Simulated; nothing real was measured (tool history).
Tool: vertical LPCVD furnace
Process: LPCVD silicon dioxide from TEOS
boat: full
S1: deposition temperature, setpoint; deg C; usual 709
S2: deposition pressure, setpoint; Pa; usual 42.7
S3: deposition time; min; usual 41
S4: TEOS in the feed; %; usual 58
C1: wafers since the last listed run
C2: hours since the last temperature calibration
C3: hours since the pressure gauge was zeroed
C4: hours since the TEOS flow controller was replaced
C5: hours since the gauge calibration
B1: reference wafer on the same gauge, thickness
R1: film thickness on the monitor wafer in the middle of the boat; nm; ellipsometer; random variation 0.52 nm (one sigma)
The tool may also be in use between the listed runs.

run	day	S1	S2	S3	S4	C1	C2	C3	C4	C5	B1	R1
1	0	700	37.3	41	58	0	2911.9	4392.2	2462.3	2.1	347.07	283.89
2	1.304	700	37.3	41	58	398	2943.2	4423.5	2493.6	33.4	346.84	283
3	2.471	700	37.3	41	58	356	2971.2	4451.5	2521.6	61.4	347.05	282.68
4	3.575	709	42.7	41	58	337	2997.7	4478	2548.1	87.9	346.98	371.03
5	4.15	709	42.7	41	58	175	3011.5	4491.8	2561.9	101.7	346.74	370.91
6	7.196	709	42.7	41	58	931	3084.6	4564.9	2635	174.8	346.93	372.94
# day 8.688: thermocouples replaced and temperature profile calibrated
7	8.708	717	42.7	41	58	156	0.5	4601.2	2671.3	211.1	347.02	416.75
# day 9.925: TEOS flow controller replaced
8	9.946	717	42.7	41	58	72	30.2	4630.9	0.5	240.8	346.9	418.22
9	10.417	709	42.7	41	58	143	41.5	4642.2	11.8	252.1	347.08	349.72

Run 10 comes next. What will it give?
10	11.3	706	50.7	56.5	63	270	62.7	4663.4	33	273.3	?	?

B1: 347.07
R1: 509.92 nm
Without the tool's hidden state the same run would have given R1 507.03 nm.
